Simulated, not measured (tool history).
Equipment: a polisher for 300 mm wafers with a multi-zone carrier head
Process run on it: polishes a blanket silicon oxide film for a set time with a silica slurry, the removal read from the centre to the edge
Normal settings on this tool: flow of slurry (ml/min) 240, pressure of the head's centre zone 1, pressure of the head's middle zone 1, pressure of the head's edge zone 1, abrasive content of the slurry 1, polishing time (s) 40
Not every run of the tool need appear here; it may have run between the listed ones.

run	day	flow of slurry (ml/min)	pressure of the head's centre zone	pressure of the head's middle zone	pressure of the head's edge zone	abrasive content of the slurry	polishing time (s)	incoming thickness of the incoming film, nm	film removed at the wafer's centre (angstrom)	film removed at mid-radius (angstrom)	film removed at the wafer's edge (angstrom)
1	0	240	1.04	1	1	1	40	1064.4	1697	1586	1561
# day 1.962: centre zone pressure recalibrated
2	1.983	240	1.04	1	1	1	40	1073.5	1611	1547	1529
# day 4.121: worn pad replaced by a new one
3	6.004	240	1	1	1	1	40	1060.4	1544	1560	1504
4	8.154	240	1	1	1	1	40	1069.7	1563	1542	1512
# day 10.312: edge zone pressure recalibrated
5	11.7	240	0.92	1	1	1	40	1074.9	1369	1492	1490
# day 12.888: slurry nozzle cleaned
6	15.229	295	0.93	1	1	1	33	1072.4	1271	1331	1311
7	17.338	240	1	1	1	1	40	1057.6	1620	1602	1555
8	18.867	180	1	1.08	1	1.15	45	1080.7	1881	1976	1807
# day 19.479: worn pad replaced by a new one
9	20.712	310	0.92	1.05	1	1	40	1067	1502	1659	1580
10	23.308	160	1.03	0.92	1	1	40	1059.1	1529	1377	1475
11	26.175	240	1	1	1	1	40	1049.6	1580	1531	1534
# day 26.662: centre zone pressure recalibrated
# day 29.046: slurry nozzle cleaned
# day 29.112: carrier head's membrane replaced by a new one
12	29.354	240	0.9	1.09	1	0.8	40	1070.3	1205	1478	1327

What will run 13 give?
13	31.367	320	1	1	1	1	40	1046.4	?	?	?

Run 13 came out at film removed at the wafer's centre (angstrom) 1621, film removed at mid-radius (angstrom) 1621, film removed at the wafer's edge (angstrom) 1604.
The same run, on a tool lacking any hidden state, would have yielded film removed at the wafer's centre (angstrom) 1598, film removed at mid-radius (angstrom) 1629, film removed at the wafer's edge (angstrom) 1610.
